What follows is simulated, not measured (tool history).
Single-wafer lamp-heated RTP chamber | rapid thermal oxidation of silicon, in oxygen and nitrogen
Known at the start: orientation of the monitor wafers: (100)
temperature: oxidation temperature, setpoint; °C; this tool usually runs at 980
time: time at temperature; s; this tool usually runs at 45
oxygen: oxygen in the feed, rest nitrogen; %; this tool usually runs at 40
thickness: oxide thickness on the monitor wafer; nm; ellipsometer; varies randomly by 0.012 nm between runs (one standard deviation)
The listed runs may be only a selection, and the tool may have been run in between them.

run	day	temperature	time	oxygen	wafers since the last listed run	wafers since the last pyrometer calibration	hours since the oxygen flow controller was replaced	hours since the gauge calibration	read-back reference wafer on the same gauge, thickness	thickness
1	0.000	980	37	40	0	394	367.4	2040.6	4.071	3.543
2	2.800	980	29	40	315	709	434.6	2107.8	4.069	3.262
3	5.017	980	29	40	249	959	487.8	2161.0	4.069	3.285
4	7.433	996	45	40	272	1231	545.8	2219.0	4.068	4.175
5	9.367	996	45	40	217	1449	592.2	2265.4	4.065	4.167
6	11.146	980	45	40	200	1649	634.9	2308.1	4.062	3.771
7	12.725	980	45	40	177	1827	672.8	2346.0	4.061	3.776
8	16.538	980	45	40	429	2256	764.3	2437.5	4.059	3.775
9	20.550	993	45	40	451	2708	860.6	2533.8	4.057	4.105
10	23.525	980	45	50	335	3043	932.0	2605.2	4.055	4.024
11	25.821	980	45	50	258	3302	987.1	2660.3	4.054	4.023
12	28.800	980	45	50	335	3637	1058.6	2731.8	4.048	3.995
13	39.800	980	45	40	1238	4876	1322.6	2995.8	4.044	3.774
14	41.558	980	45	40	197	5074	1364.8	3038.0	4.040	3.767
15	44.683	980	45	40	351	5426	1439.8	3113.0	4.041	3.764
16	48.033	980	45	40	377	5803	1520.2	3193.4	4.034	3.746
17	51.625	980	45	40	404	6207	1606.4	3279.6	4.032	3.770
# day 53.796: pyrometer window cleaned and pyrometer calibrated
18	54.392	980	45	40	274	66	1672.8	3346.0	4.032	3.762
19	58.558	953	45	63	469	536	1772.8	3446.0	4.032	3.620
20	60.283	1008	45	62	194	730	1814.2	3487.4	4.030	5.135
21	64.008	980	45	40	419	1149	1903.6	3576.8	4.026	3.753
22	66.346	980	34	60	263	1412	1959.7	3632.9	4.021	3.786
23	69.862	999	45	17	395	1808	2044.1	3717.3	4.021	3.370
# day 72.433: gauge calibrated
24	82.979	980	39	68	1477	3286	2358.9	253.1	4.089	4.202

Run 25 comes next. What will it give?
25	85.112	980	45	40	240	3526	2410.1	304.3	?	?

{"run 25": {"read-back reference wafer on the same gauge, thickness": 4.087, "thickness": 3.801}}
The same run, on a tool lacking any hidden state, would have yielded thickness 3.822 nm.
